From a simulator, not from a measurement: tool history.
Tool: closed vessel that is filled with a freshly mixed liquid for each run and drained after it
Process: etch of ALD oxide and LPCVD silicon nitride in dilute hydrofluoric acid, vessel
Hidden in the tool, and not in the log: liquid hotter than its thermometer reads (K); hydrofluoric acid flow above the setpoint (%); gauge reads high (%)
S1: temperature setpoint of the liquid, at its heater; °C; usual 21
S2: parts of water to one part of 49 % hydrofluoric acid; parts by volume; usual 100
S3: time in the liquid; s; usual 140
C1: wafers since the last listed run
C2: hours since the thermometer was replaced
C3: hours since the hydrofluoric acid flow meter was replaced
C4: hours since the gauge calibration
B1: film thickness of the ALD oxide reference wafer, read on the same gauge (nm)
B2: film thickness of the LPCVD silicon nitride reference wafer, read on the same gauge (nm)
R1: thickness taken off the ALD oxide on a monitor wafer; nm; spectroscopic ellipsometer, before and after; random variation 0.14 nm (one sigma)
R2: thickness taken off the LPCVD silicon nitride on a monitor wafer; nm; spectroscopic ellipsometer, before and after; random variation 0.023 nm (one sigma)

{"run": 1, "day": 0.0, "S1": 21, "S2": 100, "S3": 140, "C1": 0, "C2": 1022, "C3": 1458.5, "C4": 133.3, "B1": 70.04, "B2": 39.994, "R1": 28.91, "R2": 0.624}
{"run": 2, "day": 2.95, "S1": 21, "S2": 100, "S3": 140, "C1": 5483, "C2": 1092.8, "C3": 1529.3, "C4": 204.1, "B1": 69.96, "B2": 39.976, "R1": 29.26, "R2": 0.579}
{"run": 3, "day": 4.212, "S1": 21, "S2": 100, "S3": 140, "C1": 2346, "C2": 1123.1, "C3": 1559.6, "C4": 234.4, "B1": 70.01, "B2": 39.993, "R1": 29.16, "R2": 0.56}
{"run": 4, "day": 6.5, "S1": 21, "S2": 100, "S3": 140, "C1": 4252, "C2": 1178, "C3": 1614.5, "C4": 289.3, "B1": 69.98, "B2": 39.999, "R1": 28.99, "R2": 0.598}
{"run": 5, "day": 8.029, "S1": 21, "S2": 100, "S3": 140, "C1": 2842, "C2": 1214.7, "C3": 1651.2, "C4": 326, "B1": 70, "B2": 40.005, "R1": 28.88, "R2": 0.573}
{"day": 8.2, "done": "thermometer replaced"}
{"run": 6, "day": 10.688, "S1": 21, "S2": 100, "S3": 140, "C1": 4864, "C2": 59.7, "C3": 1715, "C4": 389.8, "B1": 69.98, "B2": 39.999, "R1": 29.16, "R2": 0.601}
{"run": 7, "day": 12.333, "S1": 21, "S2": 100, "S3": 140, "C1": 3059, "C2": 99.2, "C3": 1754.5, "C4": 429.3, "B1": 69.98, "B2": 39.998, "R1": 29.15, "R2": 0.583}
{"run": 8, "day": 15.171, "S1": 21, "S2": 100, "S3": 140, "C1": 5274, "C2": 167.3, "C3": 1822.6, "C4": 497.4, "B1": 69.99, "B2": 40.016, "R1": 28.93, "R2": 0.561}
{"run": 9, "day": 17.725, "S1": 19, "S2": 65, "S3": 140, "C1": 4748, "C2": 228.6, "C3": 1883.9, "C4": 558.7, "B1": 70.02, "B2": 40.002, "R1": 42.64, "R2": 0.784}
{"run": 10, "day": 20.038, "S1": 18.5, "S2": 70, "S3": 215, "C1": 4298, "C2": 284.1, "C3": 1939.4, "C4": 614.2, "B1": 69.99, "B2": 40.005, "R1": 59.74, "R2": 0.989}
{"run": 11, "day": 22.325, "S1": 21, "S2": 100, "S3": 80, "C1": 4252, "C2": 339, "C3": 1994.3, "C4": 669.1, "B1": 70.04, "B2": 40.008, "R1": 16.5, "R2": 0.333}
{"run": 12, "day": 24.762, "S1": 18, "S2": 115, "S3": 95, "C1": 4531, "C2": 397.5, "C3": 2052.8, "C4": 727.6, "B1": 69.99, "B2": 40.009, "R1": 14.76, "R2": 0.28}
{"day": 25.092, "done": "gauge calibrated"}
{"run": 13, "day": 26.383, "S1": 21, "S2": 100, "S3": 140, "C1": 3013, "C2": 436.4, "C3": 2091.7, "C4": 31, "B1": 70, "B2": 39.971, "R1": 28.94, "R2": 0.526}
{"day": 26.892, "done": "hydrofluoric acid flow meter replaced"}
{"run": 14, "day": 28.304, "S1": 18, "S2": 100, "S3": 140, "C1": 3493, "C2": 482.5, "C3": 33.9, "C4": 77.1, "B1": 70.03, "B2": 40.017, "R1": 25.49, "R2": 0.473}
{"run": 15, "day": 29.504, "S1": 21, "S2": 125, "S3": 170, "C1": 2230, "C2": 511.3, "C3": 62.7, "C4": 105.9, "B1": 69.98, "B2": 39.994, "R1": 27.29, "R2": 0.58}
{"run": 16, "day": 31.304, "S1": 21, "S2": 100, "S3": 80, "C1": 3346, "C2": 554.5, "C3": 105.9, "C4": 149.1, "B1": 69.99, "B2": 40.003, "R1": 16.72, "R2": 0.356}
{"run": 17, "day": 33.829, "S1": 17.5, "S2": 60, "S3": 140, "C1": 4693, "C2": 615.1, "C3": 166.5, "C4": 209.7, "B1": 69.97, "B2": 40.002, "R1": 43.87, "R2": 0.755}
{"run": 18, "day": 35.817, "S1": 21, "S2": 100, "S3": 140, "C1": 3694, "C2": 662.8, "C3": 214.2, "C4": 257.4, "B1": 70.01, "B2": 39.992, "R1": 29.01, "R2": 0.542}
{"run": 19, "day": 38.604, "S1": 24.5, "S2": 65, "S3": 70, "C1": 5181, "C2": 729.7, "C3": 281.1, "C4": 324.3, "B1": 70.01, "B2": 39.978, "R1": 27.03, "R2": 0.534}
{"run": 20, "day": 40.604, "S1": 23.5, "S2": 100, "S3": 140, "C1": 3717, "C2": 777.7, "C3": 329.1, "C4": 372.3, "B1": 70.01, "B2": 40.004, "R1": 32.28, "R2": 0.664}
{"run": 21, "day": 43.304, "S1": 19.5, "S2": 80, "S3": 120, "C1": 5019, "C2": 842.5, "C3": 393.9, "C4": 437.1, "B1": 70.02, "B2": 40.006, "R1": 29.73, "R2": 0.572}
{"run": 22, "day": 45.317, "S1": 21, "S2": 50, "S3": 140, "C1": 3741, "C2": 890.8, "C3": 442.2, "C4": 485.4, "B1": 70.02, "B2": 40.01, "R1": 61.85, "R2": 1.168}
{"run": 23, "day": 47.662, "S1": 26, "S2": 60, "S3": 140, "C1": 4360, "C2": 947.1, "C3": 498.5, "C4": 541.7, "B1": 69.99, "B2": 40.013, "R1": 62.42, "R2": 1.33}
{"run": 24, "day": 48.983, "S1": 21, "S2": 100, "S3": 140, "C1": 2455, "C2": 978.8, "C3": 530.2, "C4": 573.4, "B1": 70.04, "B2": 39.997, "R1": 28.87, "R2": 0.6}
{"run": 25, "day": 51.242, "S1": 18.5, "S2": 85, "S3": 80, "C1": 4198, "C2": 1033, "C3": 584.4, "C4": 627.6, "B1": 70.02, "B2": 40.001, "R1": 17.79, "R2": 0.314}

5 ways to go on from here, each from the tool as it stands after run 25. What would each give?
{"run": "A", "day": 51.271, "S1": 21, "S2": 100, "S3": 140, "C1": 54, "C2": 1033.7, "C3": 585.1, "C4": 628.3, "B1": "?", "B2": "?", "R1": "?", "R2": "?"}
{"run": "B", "day": 51.271, "S1": 21, "S2": 70, "S3": 60, "C1": 54, "C2": 1033.7, "C3": 585.1, "C4": 628.3, "B1": "?", "B2": "?", "R1": "?", "R2": "?"}
{"run": "C", "day": 51.271, "S1": 23.5, "S2": 70, "S3": 180, "C1": 54, "C2": 1033.7, "C3": 585.1, "C4": 628.3, "B1": "?", "B2": "?", "R1": "?", "R2": "?"}
{"run": "D", "day": 51.271, "S1": 23, "S2": 115, "S3": 100, "C1": 54, "C2": 1033.7, "C3": 585.1, "C4": 628.3, "B1": "?", "B2": "?", "R1": "?", "R2": "?"}
{"run": "E", "day": 51.271, "S1": 21, "S2": 55, "S3": 140, "C1": 54, "C2": 1033.7, "C3": 585.1, "C4": 628.3, "B1": "?", "B2": "?", "R1": "?", "R2": "?"}

run=A B1=70 B2=39.977 R1=28.94 R2=0.577
run=B B1=70 B2=39.977 R1=18.35 R2=0.35
run=C B1=70 B2=39.977 R1=61.02 R2=1.245
run=D B1=70 B2=39.977 R1=19.14 R2=0.411
run=E B1=70 B2=39.977 R1=55.5 R2=1.035
Without the tool's hidden state the same runs would have given:
run=A R1=28.94 R2=0.577
run=B R1=18.35 R2=0.35
run=C R1=61.02 R2=1.245
run=D R1=19.14 R2=0.411
run=E R1=55.5 R2=1.035

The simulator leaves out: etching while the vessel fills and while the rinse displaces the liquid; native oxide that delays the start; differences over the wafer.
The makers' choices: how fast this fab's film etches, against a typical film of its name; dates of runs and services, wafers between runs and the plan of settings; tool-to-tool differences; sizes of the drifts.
